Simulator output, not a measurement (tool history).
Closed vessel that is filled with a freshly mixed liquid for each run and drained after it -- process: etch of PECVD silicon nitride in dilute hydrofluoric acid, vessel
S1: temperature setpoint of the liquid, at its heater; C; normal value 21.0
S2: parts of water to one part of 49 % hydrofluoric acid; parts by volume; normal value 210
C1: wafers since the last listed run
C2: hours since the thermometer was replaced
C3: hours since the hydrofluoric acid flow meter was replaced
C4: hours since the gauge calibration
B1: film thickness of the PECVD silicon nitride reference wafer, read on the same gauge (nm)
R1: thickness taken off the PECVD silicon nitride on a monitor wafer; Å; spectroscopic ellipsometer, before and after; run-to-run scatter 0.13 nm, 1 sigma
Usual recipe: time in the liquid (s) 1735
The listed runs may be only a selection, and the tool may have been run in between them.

{"run": 1, "hour": 0.0, "S1": 21.0, "S2": 275, "time in the liquid (s)": 1370, "C1": 0, "C2": 21.4, "C3": 204.9, "C4": 270.6, "B1": 69.98, "R1": 126.9}
{"run": 2, "hour": 47.2, "S1": 21.0, "S2": 275, "time in the liquid (s)": 1370, "C1": 1818, "C2": 68.6, "C3": 252.1, "C4": 317.8, "B1": 70.0, "R1": 128.7}
{"run": 3, "hour": 78.0, "S1": 21.0, "S2": 155, "time in the liquid (s)": 1735, "C1": 1186, "C2": 99.4, "C3": 282.9, "C4": 348.6, "B1": 69.99, "R1": 283.6}
{"run": 4, "hour": 132.5, "S1": 21.0, "S2": 210, "time in the liquid (s)": 1735, "C1": 2100, "C2": 153.9, "C3": 337.4, "C4": 403.1, "B1": 69.99, "R1": 210.1}
{"run": 5, "hour": 159.5, "S1": 21.0, "S2": 210, "time in the liquid (s)": 915, "C1": 1040, "C2": 180.9, "C3": 364.4, "C4": 430.1, "B1": 69.98, "R1": 110.5}
{"run": 6, "hour": 198.6, "S1": 21.0, "S2": 210, "time in the liquid (s)": 915, "C1": 1506, "C2": 220.0, "C3": 403.5, "C4": 469.2, "B1": 69.97, "R1": 111.5}
{"run": 7, "hour": 258.3, "S1": 21.0, "S2": 210, "time in the liquid (s)": 915, "C1": 2300, "C2": 279.7, "C3": 463.2, "C4": 528.9, "B1": 69.98, "R1": 111.2}
{"run": 8, "hour": 326.7, "S1": 21.0, "S2": 150, "time in the liquid (s)": 1735, "C1": 2635, "C2": 348.1, "C3": 531.6, "C4": 597.3, "B1": 70.01, "R1": 296.9}
{"run": 9, "hour": 392.4, "S1": 21.0, "S2": 150, "time in the liquid (s)": 1735, "C1": 2531, "C2": 413.8, "C3": 597.3, "C4": 663.0, "B1": 69.98, "R1": 293.5}
{"run": 10, "hour": 417.7, "S1": 21.0, "S2": 150, "time in the liquid (s)": 1735, "C1": 974, "C2": 439.1, "C3": 622.6, "C4": 688.3, "B1": 70.0, "R1": 294.7}
{"run": 11, "hour": 445.1, "S1": 21.0, "S2": 210, "time in the liquid (s)": 1735, "C1": 1055, "C2": 466.5, "C3": 650.0, "C4": 715.7, "B1": 69.99, "R1": 213.8}
{"run": 12, "hour": 499.8, "S1": 23.5, "S2": 210, "time in the liquid (s)": 2165, "C1": 2107, "C2": 521.2, "C3": 704.7, "C4": 770.4, "B1": 70.04, "R1": 309.6}
{"run": 13, "hour": 538.1, "S1": 23.5, "S2": 210, "time in the liquid (s)": 2165, "C1": 1475, "C2": 559.5, "C3": 743.0, "C4": 808.7, "B1": 70.01, "R1": 312.2}
{"run": 14, "hour": 562.6, "S1": 23.5, "S2": 210, "time in the liquid (s)": 2165, "C1": 944, "C2": 584.0, "C3": 767.5, "C4": 833.2, "B1": 69.98, "R1": 315.9}
{"run": 15, "hour": 608.5, "S1": 18.0, "S2": 170, "time in the liquid (s)": 1735, "C1": 1768, "C2": 629.9, "C3": 813.4, "C4": 879.1, "B1": 69.98, "R1": 217.7}
{"run": 16, "hour": 640.0, "S1": 21.0, "S2": 210, "time in the liquid (s)": 915, "C1": 1213, "C2": 661.4, "C3": 844.9, "C4": 910.6, "B1": 70.02, "R1": 113.3}
{"run": 17, "hour": 667.0, "S1": 19.0, "S2": 115, "time in the liquid (s)": 750, "C1": 1040, "C2": 688.4, "C3": 871.9, "C4": 937.6, "B1": 70.0, "R1": 149.3}
{"run": 18, "hour": 701.6, "S1": 19.0, "S2": 155, "time in the liquid (s)": 2685, "C1": 1333, "C2": 723.0, "C3": 906.5, "C4": 972.2, "B1": 70.02, "R1": 397.1}
{"run": 19, "hour": 765.2, "S1": 25.5, "S2": 115, "time in the liquid (s)": 1735, "C1": 2450, "C2": 786.6, "C3": 970.1, "C4": 1035.8, "B1": 70.01, "R1": 525.2}
{"hour": 797.9, "done": "hydrofluoric acid flow meter replaced"}
{"hour": 806.5, "done": "thermometer replaced"}
{"run": 20, "hour": 816.8, "S1": 21.0, "S2": 300, "time in the liquid (s)": 2340, "C1": 1911, "C2": 10.3, "C3": 18.9, "C4": 1087.4, "B1": 70.02, "R1": 199.8}
{"run": 21, "hour": 862.1, "S1": 21.0, "S2": 210, "time in the liquid (s)": 2705, "C1": 1745, "C2": 55.6, "C3": 64.2, "C4": 1132.7, "B1": 70.0, "R1": 327.9}
{"run": 22, "hour": 923.7, "S1": 21.0, "S2": 210, "time in the liquid (s)": 1735, "C1": 2373, "C2": 117.2, "C3": 125.8, "C4": 1194.3, "B1": 69.99, "R1": 214.7}
{"hour": 977.0, "done": "gauge calibrated"}
{"run": 23, "hour": 994.4, "S1": 21.0, "S2": 210, "time in the liquid (s)": 2255, "C1": 2724, "C2": 187.9, "C3": 196.5, "C4": 17.4, "B1": 70.02, "R1": 272.9}

The next listed run, before its measurement:
{"run": 24, "hour": 1125.9, "S1": 21.0, "S2": 210, "time in the liquid (s)": 1735, "C1": 5067, "C2": 319.4, "C3": 328.0, "C4": 148.9, "B1": "?", "R1": "?"}

For run 24 the tool returned B1 70.04, R1 214.8 Å.
Without the tool's hidden state the same run would have given R1 209.3 Å.
